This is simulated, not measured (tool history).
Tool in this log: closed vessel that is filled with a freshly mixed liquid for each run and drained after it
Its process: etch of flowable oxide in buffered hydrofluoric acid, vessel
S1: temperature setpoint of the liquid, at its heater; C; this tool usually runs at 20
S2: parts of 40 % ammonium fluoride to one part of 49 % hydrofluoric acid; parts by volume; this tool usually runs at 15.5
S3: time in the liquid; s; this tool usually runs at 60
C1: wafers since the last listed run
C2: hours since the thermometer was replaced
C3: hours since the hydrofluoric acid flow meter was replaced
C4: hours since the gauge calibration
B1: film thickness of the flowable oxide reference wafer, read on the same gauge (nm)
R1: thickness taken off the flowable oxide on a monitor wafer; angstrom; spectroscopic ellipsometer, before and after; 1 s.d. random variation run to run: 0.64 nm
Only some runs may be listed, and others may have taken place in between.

run	hour	S1	S2	S3	C1	C2	C3	C4	B1	R1
1	0	20	15.5	60	0	325.3	1628.8	547.7	70.02	1076.9
2	103.1	20	15.5	60	7515	428.4	1731.9	650.8	70.02	1074.4
# hour 118: gauge calibrated
3	151.6	22	15.5	60	3535	476.9	1780.4	33.6	69.98	1219.8
4	243	22	15.5	60	6662	568.3	1871.8	125	70.01	1210.4
# hour 253: thermometer replaced
5	340.4	22	15.5	60	7027	87.4	1969.2	222.4	69.98	1157.5
6	447.2	20	14	60	7785	194.2	2076	329.2	70.04	1158.3
7	539	20	14	60	6692	286	2167.8	421	69.99	1163
# hour 541.9: hydrofluoric acid flow meter replaced
8	585.1	20	14	60	3287	332.1	43.2	467.1	69.99	1252.4
9	689.4	23	15.5	60	7603	436.4	147.5	571.4	69.96	1367.6
10	793.3	17.5	11	80	7574	540.3	251.4	675.3	70.01	1891.9
11	857.6	20	15.5	60	4687	604.6	315.7	739.6	70.01	1164.9
# hour 858.4: gauge calibrated
# hour 902.2: thermometer replaced
12	964.5	20	15.5	60	7719	62.3	422.6	106.1	69.98	1078.2
13	1011.2	17	15.5	45	3404	109	469.3	152.8	69.98	692.5
14	1106.1	23	11	35	6918	203.9	564.2	247.7	69.99	1066.3
15	1167.1	18	11.5	95	4446	264.9	625.2	308.7	70.02	2125.5
16	1256.8	25	15.5	80	6538	354.6	714.9	398.4	70	1963.1
17	1350.7	24.5	11.5	70	6845	448.5	808.8	492.3	70	2270.9

Give the tool's hidden conditions for every run:
gauge reads high (%): 0 in every run
H1: liquid hotter than its thermometer reads (K)
H2: hydrofluoric acid flow below the setpoint (%)
run	H1	H2
1	0.783	5.68
2	1	5.98
3	1.1	6.12
4	1.29	6.38
5	0.218	6.67
6	0.443	6.98
7	0.636	7.25
8	0.733	0.187
9	0.953	0.491
10	1.17	0.794
11	1.31	0.982
12	0.221	1.29
13	0.319	1.43
14	0.519	1.71
15	0.648	1.88
16	0.837	2.15
17	1.03	2.42
